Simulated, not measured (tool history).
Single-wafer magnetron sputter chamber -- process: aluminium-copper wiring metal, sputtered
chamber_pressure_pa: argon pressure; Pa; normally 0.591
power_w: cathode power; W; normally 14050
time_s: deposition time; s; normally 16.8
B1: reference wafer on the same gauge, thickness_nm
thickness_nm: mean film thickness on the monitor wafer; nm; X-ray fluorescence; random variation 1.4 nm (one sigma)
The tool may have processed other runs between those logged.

run 1 hour=0 | chamber_pressure_pa=0.673 power_w=14050 time_s=16.8 | B1=322.21 | thickness_nm=312.709
run 2 hour=15.9 | chamber_pressure_pa=0.673 power_w=14050 time_s=16.8 | B1=321.684 | thickness_nm=309.758
run 3 hour=38 | chamber_pressure_pa=0.705 power_w=14050 time_s=16.8 | B1=322.232 | thickness_nm=303.581
run 4 hour=60 | chamber_pressure_pa=0.705 power_w=14050 time_s=16.8 | B1=322.127 | thickness_nm=302.681
-- hour=72.8 sputter target and shields replaced
run 5 hour=79.9 | chamber_pressure_pa=0.705 power_w=14050 time_s=16.8 | B1=321.972 | thickness_nm=318.132
run 6 hour=130.6 | chamber_pressure_pa=0.591 power_w=14050 time_s=14.9 | B1=321.971 | thickness_nm=294.559
run 7 hour=152.3 | chamber_pressure_pa=0.591 power_w=14050 time_s=14.9 | B1=321.767 | thickness_nm=290.771
run 8 hour=167.1 | chamber_pressure_pa=0.591 power_w=14050 time_s=18.4 | B1=322.154 | thickness_nm=358.574
run 9 hour=202.7 | chamber_pressure_pa=0.591 power_w=14050 time_s=18.4 | B1=321.905 | thickness_nm=357.088
run 10 hour=218.6 | chamber_pressure_pa=0.591 power_w=14050 time_s=18.4 | B1=322.02 | thickness_nm=359.662
run 11 hour=244.9 | chamber_pressure_pa=0.52 power_w=14050 time_s=18.7 | B1=322.082 | thickness_nm=373.555
run 12 hour=278.8 | chamber_pressure_pa=0.52 power_w=14050 time_s=18.7 | B1=322.051 | thickness_nm=375.498
run 13 hour=303.4 | chamber_pressure_pa=0.52 power_w=14050 time_s=18.7 | B1=322.301 | thickness_nm=373.348
-- hour=320.7 sputter target and shields replaced
run 14 hour=338.7 | chamber_pressure_pa=0.591 power_w=14050 time_s=16.8 | B1=321.925 | thickness_nm=334.975
run 15 hour=373.6 | chamber_pressure_pa=0.591 power_w=14050 time_s=16.8 | B1=322.009 | thickness_nm=330.772
-- hour=396.9 gauge calibrated
run 16 hour=403.6 | chamber_pressure_pa=0.798 power_w=14050 time_s=13.7 | B1=321.558 | thickness_nm=241.944
-- hour=454.2 magnet pack replaced
run 17 hour=454.7 | chamber_pressure_pa=0.591 power_w=14050 time_s=14.5 | B1=322.146 | thickness_nm=283.375
run 18 hour=476.8 | chamber_pressure_pa=0.516 power_w=15900 time_s=18.2 | B1=322.303 | thickness_nm=417.929
-- hour=485.5 capacitance manometer re-zeroed and calibrated
run 19 hour=493.2 | chamber_pressure_pa=0.591 power_w=14050 time_s=18.4 | B1=321.953 | thickness_nm=357.412
-- hour=534.9 sputter target and shields replaced
run 20 hour=535.4 | chamber_pressure_pa=0.591 power_w=14050 time_s=16.8 | B1=322.242 | thickness_nm=339.502
run 21 hour=561.1 | chamber_pressure_pa=0.705 power_w=11300 time_s=16.8 | B1=322.225 | thickness_nm=253.842
run 22 hour=587.2 | chamber_pressure_pa=0.815 power_w=17350 time_s=15.3 | B1=321.862 | thickness_nm=333.434
run 23 hour=618.8 | chamber_pressure_pa=0.38 power_w=14050 time_s=16.8 | B1=322.191 | thickness_nm=368.001
run 24 hour=650.2 | chamber_pressure_pa=0.591 power_w=17050 time_s=16.8 | B1=321.75 | thickness_nm=395.237
run 25 hour=676.6 | chamber_pressure_pa=0.591 power_w=14050 time_s=16.8 | B1=322.039 | thickness_nm=322.683
run 26 hour=693.4 | chamber_pressure_pa=0.373 power_w=14050 time_s=14.4 | B1=321.581 | thickness_nm=311.909
run 27 hour=720.6 | chamber_pressure_pa=0.512 power_w=15450 time_s=19 | B1=321.846 | thickness_nm=418.811
-- hour=738.4 sputter target and shields replaced
run 28 hour=740.7 | chamber_pressure_pa=0.774 power_w=11200 time_s=19.8 | B1=322.071 | thickness_nm=286.537
run 29 hour=772.6 | chamber_pressure_pa=0.718 power_w=11600 time_s=18.4 | B1=321.85 | thickness_nm=278.711
run 30 hour=808.1 | chamber_pressure_pa=0.684 power_w=11000 time_s=19 | B1=322.187 | thickness_nm=277.158
run 31 hour=833.4 | chamber_pressure_pa=0.591 power_w=16650 time_s=18.2 | B1=322.295 | thickness_nm=419.013
run 32 hour=863.6 | chamber_pressure_pa=0.591 power_w=16850 time_s=14.3 | B1=322.024 | thickness_nm=331.703
run 33 hour=897 | chamber_pressure_pa=0.804 power_w=16700 time_s=15.4 | B1=321.873 | thickness_nm=318.393
-- hour=993.4 sputter target and shields replaced
run 34 hour=993.9 | chamber_pressure_pa=0.591 power_w=14050 time_s=16.8 | B1=322.374 | thickness_nm=342.917

Exercise: give the hidden state of the tool at every run:
true argon pressure above the setpoint (%): 0 across all the runs
gauge reads high (%): 0 across all the runs
H1: deposition rate above that of a new target (%)
run=1 H1=-4.49
run=2 H1=-4.68
run=3 H1=-4.89
run=4 H1=-5.04
run=5 H1=-0.686
run=6 H1=-2.89
run=7 H1=-3.46
run=8 H1=-3.77
run=9 H1=-4.3
run=10 H1=-4.47
run=11 H1=-4.68
run=12 H1=-4.86
run=13 H1=-4.95
run=14 H1=-1.17
run=15 H1=-2.61
run=16 H1=-3.41
run=17 H1=-4.22
run=18 H1=-4.43
run=19 H1=-4.55
run=20 H1=-0.081
run=21 H1=-1.5
run=22 H1=-2.52
run=23 H1=-3.37
run=24 H1=-3.92
run=25 H1=-4.23
run=26 H1=-4.38
run=27 H1=-4.56
run=28 H1=-0.728
run=29 H1=-2.39
run=30 H1=-3.56
run=31 H1=-4.12
run=32 H1=-4.58
run=33 H1=-4.92
run=34 H1=-0.236
